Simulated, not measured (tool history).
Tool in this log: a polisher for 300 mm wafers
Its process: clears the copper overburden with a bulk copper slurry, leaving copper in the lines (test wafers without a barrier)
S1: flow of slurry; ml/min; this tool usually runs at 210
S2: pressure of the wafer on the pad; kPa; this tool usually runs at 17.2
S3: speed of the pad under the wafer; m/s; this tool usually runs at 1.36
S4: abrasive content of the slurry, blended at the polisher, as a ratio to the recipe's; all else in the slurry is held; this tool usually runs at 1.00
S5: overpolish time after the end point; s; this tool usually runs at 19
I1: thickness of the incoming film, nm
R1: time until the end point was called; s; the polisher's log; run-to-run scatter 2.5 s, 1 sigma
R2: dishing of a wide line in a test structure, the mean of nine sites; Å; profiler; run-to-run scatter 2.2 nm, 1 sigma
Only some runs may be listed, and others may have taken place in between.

run 1 hour=0.0 | S1=210 S2=17.2 S3=1.36 S4=1.00 S5=19 | I1=1412.6 | R1=143.9 R2=883
run 2 hour=17.0 | S1=210 S2=17.2 S3=1.36 S4=1.00 S5=19 | I1=1436.9 | R1=149.2 R2=898
run 3 hour=33.2 | S1=210 S2=17.2 S3=1.36 S4=1.00 S5=19 | I1=1415.8 | R1=145.8 R2=850
run 4 hour=53.5 | S1=210 S2=17.2 S3=1.36 S4=1.00 S5=19 | I1=1431.4 | R1=148.7 R2=886
run 5 hour=77.9 | S1=210 S2=17.2 S3=1.36 S4=1.00 S5=19 | I1=1433.9 | R1=146.1 R2=852
run 6 hour=102.9 | S1=170 S2=17.2 S3=1.36 S4=1.00 S5=19 | I1=1424.2 | R1=154.8 R2=866
-- hour=113.2 worn pad replaced by a new one
run 7 hour=125.0 | S1=170 S2=17.2 S3=1.36 S4=1.00 S5=19 | I1=1430.6 | R1=155.3 R2=846
run 8 hour=152.4 | S1=210 S2=17.2 S3=1.36 S4=1.00 S5=19 | I1=1414.5 | R1=150.2 R2=863
-- hour=171.2 slurry nozzle cleaned
run 9 hour=179.4 | S1=210 S2=17.2 S3=1.36 S4=1.00 S5=19 | I1=1461.0 | R1=154.5 R2=870
run 10 hour=209.5 | S1=210 S2=22.1 S3=1.36 S4=0.90 S5=28 | I1=1413.2 | R1=123.5 R2=1186
-- hour=213.1 slurry blender recalibrated
run 11 hour=244.9 | S1=210 S2=17.2 S3=1.36 S4=1.00 S5=19 | I1=1442.2 | R1=154.7 R2=838
run 12 hour=259.6 | S1=145 S2=17.2 S3=1.36 S4=0.85 S5=19 | I1=1446.7 | R1=165.2 R2=815
run 13 hour=287.8 | S1=210 S2=17.2 S3=1.36 S4=1.00 S5=24 | I1=1445.2 | R1=159.4 R2=938
-- hour=300.5 worn pad replaced by a new one
run 14 hour=308.5 | S1=165 S2=11.7 S3=1.76 S4=1.00 S5=19 | I1=1417.0 | R1=181.3 R2=728
-- hour=340.0 head pressure recalibrated
run 15 hour=388.9 | S1=210 S2=17.2 S3=1.36 S4=1.00 S5=19 | I1=1414.5 | R1=144.4 R2=903
run 16 hour=423.3 | S1=210 S2=17.2 S3=1.36 S4=1.00 S5=19 | I1=1427.0 | R1=141.1 R2=896
run 17 hour=451.7 | S1=210 S2=17.2 S3=1.36 S4=1.25 S5=29 | I1=1446.3 | R1=140.3 R2=1054
run 18 hour=479.3 | S1=250 S2=17.2 S3=1.62 S4=1.00 S5=9 | I1=1417.8 | R1=120.3 R2=640

Consider 4 possible next runs. They are alternatives, not a sequence: every one starts from the tool as it was left by run 18. What does each give?
run A hour=479.8 | S1=210 S2=17.2 S3=1.36 S4=1.00 S5=19 | I1=1420.2 | R1=? R2=?
run B hour=479.8 | S1=150 S2=13.1 S3=1.36 S4=0.90 S5=22 | I1=1420.2 | R1=? R2=?
run C hour=479.8 | S1=165 S2=17.2 S3=1.36 S4=1.25 S5=19 | I1=1420.2 | R1=? R2=?
run D hour=479.8 | S1=260 S2=17.2 S3=1.36 S4=1.25 S5=19 | I1=1420.2 | R1=? R2=?

run=A R1=145.9 R2=895
run=B R1=195.5 R2=795
run=C R1=145.2 R2=897
run=D R1=137.6 R2=921
Without the tool's unlogged condition, the same runs would have read:
run=A R1=139.4 R2=924
run=B R1=186.7 R2=822
run=C R1=138.7 R2=926
run=D R1=131.4 R2=950
